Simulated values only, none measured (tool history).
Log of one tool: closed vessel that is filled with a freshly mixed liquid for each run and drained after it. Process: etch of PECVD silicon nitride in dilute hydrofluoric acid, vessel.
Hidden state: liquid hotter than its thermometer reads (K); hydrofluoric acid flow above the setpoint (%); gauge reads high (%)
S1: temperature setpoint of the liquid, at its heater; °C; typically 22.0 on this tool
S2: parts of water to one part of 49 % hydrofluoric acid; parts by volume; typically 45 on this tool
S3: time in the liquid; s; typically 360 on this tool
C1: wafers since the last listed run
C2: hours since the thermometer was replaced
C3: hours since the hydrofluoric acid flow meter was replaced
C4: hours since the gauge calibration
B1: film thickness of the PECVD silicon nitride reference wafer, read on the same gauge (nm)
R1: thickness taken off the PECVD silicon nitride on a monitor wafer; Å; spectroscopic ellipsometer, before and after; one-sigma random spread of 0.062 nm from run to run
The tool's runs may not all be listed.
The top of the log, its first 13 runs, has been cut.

run   hour    S1  S2   S3    C1     C2      C3     C4     B1     R1
 14  153.8  25.0  45  360   691   21.2  1719.1  127.9  59.98  178.4
 15  170.9  25.5  45  360  1158   38.3  1736.2  145.0  60.01  183.8
 16  183.5  22.0  45  360   853   50.9  1748.8  157.6  59.96  144.8
 17  191.5  24.5  50  505   542   58.9  1756.8  165.6  59.98  219.3
 18  200.7  23.5  55  360   623   68.1  1766.0  174.8  59.99  131.7
 19  207.2  22.0  45  360   440   74.6  1772.5  181.3  59.98  145.3
     209.1  -- hydrofluoric acid flow meter replaced
 20  224.4  26.0  35  165  1097   91.8    15.3  198.5  60.01  101.6
 21  234.6  19.5  30  545   691  102.0    25.5  208.7  60.04  248.5
 22  245.2  19.0  35  360   718  112.6    36.1  219.3  60.03  139.5
 23  259.3  22.0  45  360   955  126.7    50.2  233.4  60.00  134.2
 24  271.3  22.0  45  360   813  138.7    62.2  245.4  59.99  133.2
 25  279.5  24.5  45  485   555  146.9    70.4  253.6  60.00  213.3
 26  292.9  24.0  45  360   907  160.3    83.8  267.0  59.98  153.9
 27  303.1  23.5  30  270   691  170.5    94.0  277.2  59.98  166.3
 28  311.9  19.0  55  360   596  179.3   102.8  286.0  59.99   89.5
 29  324.1  22.0  45  360   826  191.5   115.0  298.2  60.00  132.7
 30  337.7  19.5  45  360   921  205.1   128.6  311.8  59.98  114.0
 31  353.7  19.5  40  275  1084  221.1   144.6  327.8  60.00   97.4

What if the next run were any one of these 5? Each begins from the tool's condition after run 31:
  A  354.4  17.5  45  360  47  221.8  145.3  328.5   ?   ?
  B  354.4  26.0  35  430  47  221.8  145.3  328.5   ?   ?
  C  354.4  25.0  25  255  47  221.8  145.3  328.5   ?   ?
  D  354.4  20.5  55  520  47  221.8  145.3  328.5   ?   ?
  E  354.4  22.0  45  500  47  221.8  145.3  328.5   ?   ?

run     B1     R1
  A  60.00   98.0
  B  60.00  268.5
  C  60.00  206.1
  D  60.00  143.8
  E  60.00  186.4
What these runs would have given with no unlogged condition in the tool:
run     R1
  A   95.0
  B  260.1
  C  199.7
  D  139.3
  E  180.5

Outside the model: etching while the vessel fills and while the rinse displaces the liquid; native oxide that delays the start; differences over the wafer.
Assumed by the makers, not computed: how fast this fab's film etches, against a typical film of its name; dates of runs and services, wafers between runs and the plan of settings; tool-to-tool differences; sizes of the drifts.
